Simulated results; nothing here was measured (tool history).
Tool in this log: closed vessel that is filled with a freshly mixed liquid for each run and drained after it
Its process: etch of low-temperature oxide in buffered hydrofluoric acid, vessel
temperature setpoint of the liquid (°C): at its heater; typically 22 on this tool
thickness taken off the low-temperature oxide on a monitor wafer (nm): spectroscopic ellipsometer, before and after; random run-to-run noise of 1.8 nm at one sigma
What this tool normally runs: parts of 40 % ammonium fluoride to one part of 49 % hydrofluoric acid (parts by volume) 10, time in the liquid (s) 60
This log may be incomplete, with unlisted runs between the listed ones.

run,hour,temperature setpoint of the liquid (°C),parts of 40 % ammonium fluoride to one part of 49 % hydrofluoric acid (parts by volume),time in the liquid (s),"read-back film thickness of the low-temperature oxide reference wafer, read on the same gauge (nm)",thickness taken off the low-temperature oxide on a monitor wafer (nm)
1,0,18.5,10,60,140,230.57
2,20,18.5,10,60,140.01,233.25
3,53.7,18.5,10,60,139.99,227.67
4,86.1,22,10,60,139.99,277.55
5,102.9,22,8,45,139.99,252.21
6,131.8,22,8,45,140.02,253.15
7,149.5,22,8,45,140.01,249.9
8,163.8,22,10,75,140.02,346.32
9,194.8,22,10,60,140.02,274.48
10,214.4,22,10,45,140.01,206.44
11,230.8,22,10,60,140.02,275.05
# hour 233.9: thermometer replaced
# hour 236.9: gauge calibrated
# hour 238.7: hydrofluoric acid flow meter replaced
12,242.9,23.5,10,60,140.01,285.01
13,259.9,20.5,9,85,139.98,364.72
14,351.5,22,10,60,140,258.45
15,382.9,22,10,60,139.98,262.2
16,405.9,22,10,90,139.99,391.37
17,422.7,25,8.5,90,140.02,520.39
18,455.1,26.5,12,90,140.01,416.01
19,483.5,26,8.5,40,140.01,242.45

Consider 4 possible next runs. They are alternatives, not a sequence: every one starts from the tool as it was left by run 19. What does each give?
A,484.2,22,12.5,60,?,?
B,484.2,24,7.5,30,?,?
C,484.2,25.5,8,30,?,?
D,484.2,22,14,60,?,?

run,"read-back film thickness of the low-temperature oxide reference wafer, read on the same gauge (nm)",thickness taken off the low-temperature oxide on a monitor wafer (nm)
A,139.97,209.24
B,139.97,188.09
C,139.97,190.2
D,139.97,187.22
Without the tool's unlogged condition, the same runs would have read:
run,thickness taken off the low-temperature oxide on a monitor wafer (nm)
A,211.43
B,190.96
C,193.17
D,189.19

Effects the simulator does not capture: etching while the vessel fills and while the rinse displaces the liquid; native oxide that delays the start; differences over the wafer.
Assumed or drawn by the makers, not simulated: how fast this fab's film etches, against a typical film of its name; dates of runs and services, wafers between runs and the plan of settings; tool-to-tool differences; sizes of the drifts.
